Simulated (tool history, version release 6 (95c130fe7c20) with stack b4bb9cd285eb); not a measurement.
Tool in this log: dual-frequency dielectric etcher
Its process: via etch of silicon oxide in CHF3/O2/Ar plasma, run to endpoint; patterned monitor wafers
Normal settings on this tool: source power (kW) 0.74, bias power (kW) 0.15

run,hour,source power (kW),bias power (kW),wafers since the last listed run,hours since the last wet clean,hours since the last source power generator calibration,hours since the last bias power generator calibration,hours since the last upper electrode change,"incoming incoming film thickness, nm",endpoint time (s)
1,0,0.74,0.15,0,258.9,1463.7,717.4,2986,472.4,231.7
2,56.1,0.74,0.15,168,315,1519.8,773.5,3042.1,471.8,230
3,99.5,0.74,0.15,130,358.4,1563.2,816.9,3085.5,466,228.7
4,137.2,0.74,0.15,113,396.1,1600.9,854.6,3123.2,472.9,233.2
5,179.7,0.74,0.15,127,438.6,1643.4,897.1,3165.7,469.9,231.2
6,224.5,0.74,0.15,134,483.4,1688.2,941.9,3210.5,472.2,233.3
# hour 296.2: wet clean of the chamber
7,296.7,0.74,0.15,144,0.5,1760.4,1014.1,3282.7,468.2,229.1
8,307.1,0.74,0.15,31,10.9,1770.8,1024.5,3293.1,469.8,231.6
9,346.3,0.74,0.15,117,50.1,1810,1063.7,3332.3,472.5,234.5
10,393.9,0.66,0.123,143,97.7,1857.6,1111.3,3379.9,471.3,251.6
11,429.5,0.66,0.123,106,133.3,1893.2,1146.9,3415.5,467.6,247.5
# hour 478: source power generator calibrated
12,478.5,0.74,0.15,135,182.3,0.5,1195.9,3464.5,468.6,228.7
13,515.8,0.74,0.15,112,219.6,37.8,1233.2,3501.8,469,230.3
14,567.8,0.61,0.184,156,271.6,89.8,1285.2,3553.8,467.9,224.7
15,599.1,0.74,0.121,94,302.9,121.1,1316.5,3585.1,472.9,246.8
16,663.8,0.86,0.118,194,367.6,185.8,1381.2,3649.8,471.1,236
17,700.4,0.69,0.114,109,404.2,222.4,1417.8,3686.4,471.5,253.1
# hour 743.6: upper electrode replaced
18,758.9,0.8,0.15,103,462.7,280.9,1476.3,15.3,468.1,225.2
19,796.5,0.86,0.15,112,500.3,318.5,1513.9,52.9,464.9,218.6
# hour 832.4: wet clean of the chamber
20,837.5,0.67,0.179,51,5.1,359.5,1554.9,93.9,470.7,227.1
# hour 852.8: bias power generator calibrated
21,881.8,0.81,0.137,121,49.4,403.8,29,138.2,469.1,228.4
22,944.3,0.79,0.15,187,111.9,466.3,91.5,200.7,475.9,229.4
23,979.8,0.66,0.15,106,147.4,501.8,127,236.2,472.9,238.3
24,1023.2,0.74,0.15,130,190.8,545.2,170.4,279.6,470,230.7
25,1064.6,0.74,0.163,124,232.2,586.6,211.8,321,473.3,224.9
26,1126.9,0.92,0.16,187,294.5,648.9,274.1,383.3,468.8,211.2
27,1154,0.65,0.161,81,321.6,676,301.2,410.4,469.7,233.8
28,1193.9,0.74,0.15,119,361.5,715.9,341.1,450.3,468,228.3
29,1237.2,0.92,0.15,130,404.8,759.2,384.4,493.6,465.1,215.9

Run 30 has not been measured yet. What should we expect?
30,1291,0.74,0.15,161,458.6,813,438.2,547.4,469.5,?

endpoint time (s): 231.7
Were there no unlogged condition in the tool, this run, its random variation unchanged, would have produced endpoint time (s) 231.7.
